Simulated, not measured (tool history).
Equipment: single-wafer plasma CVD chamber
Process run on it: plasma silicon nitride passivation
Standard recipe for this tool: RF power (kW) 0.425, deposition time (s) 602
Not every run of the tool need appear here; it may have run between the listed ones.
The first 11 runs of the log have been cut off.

run    hour  RF power (kW)  deposition time (s)  wafers since the last listed run  hours since the last RF generator calibration  hours since the showerhead was replaced  hours since the gauge calibration  read-back reference wafer on the same gauge, thickness_nm  mean film thickness on the monitor wafer (Å)
 12   748.8          0.425                  602                                85                                         1284.0                                   2592.0                             2340.0                                                   1070.359                                       9199.48
 13   844.2          0.425                  602                               199                                         1379.4                                   2687.4                             2435.4                                                   1070.796                                       9113.48
 14   927.5          0.425                  602                               173                                         1462.7                                   2770.7                             2518.7                                                   1070.962                                       9185.70
 15   977.5          0.425                  602                               104                                         1512.7                                   2820.7                             2568.7                                                   1069.566                                       9122.16
 16  1015.0          0.425                  602                                78                                         1550.2                                   2858.2                             2606.2                                                   1069.332                                       9046.28
 17  1061.7          0.425                  602                                97                                         1596.9                                   2904.9                             2652.9                                                   1068.708                                       9087.38
 18  1103.7          0.425                  602                                87                                         1638.9                                   2946.9                             2694.9                                                   1069.908                                       9091.01
 19  1189.2          0.345                  602                               178                                         1724.4                                   3032.4                             2780.4                                                   1070.098                                       8602.45
 20  1226.1          0.485                  569                                77                                         1761.3                                   3069.3                             2817.3                                                   1071.233                                       8964.40
 21  1310.7          0.425                  602                               176                                         1845.9                                   3153.9                             2901.9                                                   1072.132                                       9175.40
 22  1387.7          0.480                  602                               160                                         1922.9                                   3230.9                             2978.9                                                   1071.738                                       9491.14
     1406.0  -- RF generator calibrated
 23  1484.2          0.425                  602                               184                                           78.2                                   3327.4                             3075.4                                                   1070.774                                       9432.84
 24  1585.9          0.350                  558                               212                                          179.9                                   3429.1                             3177.1                                                   1069.570                                       8060.55
     1638.3  -- gauge calibrated
 25  1678.4          0.460                  602                               193                                          272.4                                   3521.6                               40.1                                                   1069.121                                       9494.91
 26  1809.6          0.405                  602                               273                                          403.6                                   3652.8                              171.3                                                   1068.681                                       9107.36
 27  1870.0          0.475                  495                               126                                          464.0                                   3713.2                              231.7                                                   1070.393                                       7830.80
     1929.9  -- showerhead replaced
 28  1973.3          0.450                  602                               198                                          567.3                                     43.4                              335.0                                                   1071.207                                       9374.69
 29  2258.1          0.475                  548                               594                                          852.1                                    328.2                              619.8                                                   1070.136                                       8675.16

Forecast run 30:
 30  2326.8          0.425                  602                               143                                          920.8                                    396.9                              688.5                                                          ?                                             ?

read-back reference wafer on the same gauge, thickness_nm: 1071.264
mean film thickness on the monitor wafer (Å): 9264.43
With the hidden condition absent and the run-to-run variation left alone, this run would have shown mean film thickness on the monitor wafer (Å) 9456.77.
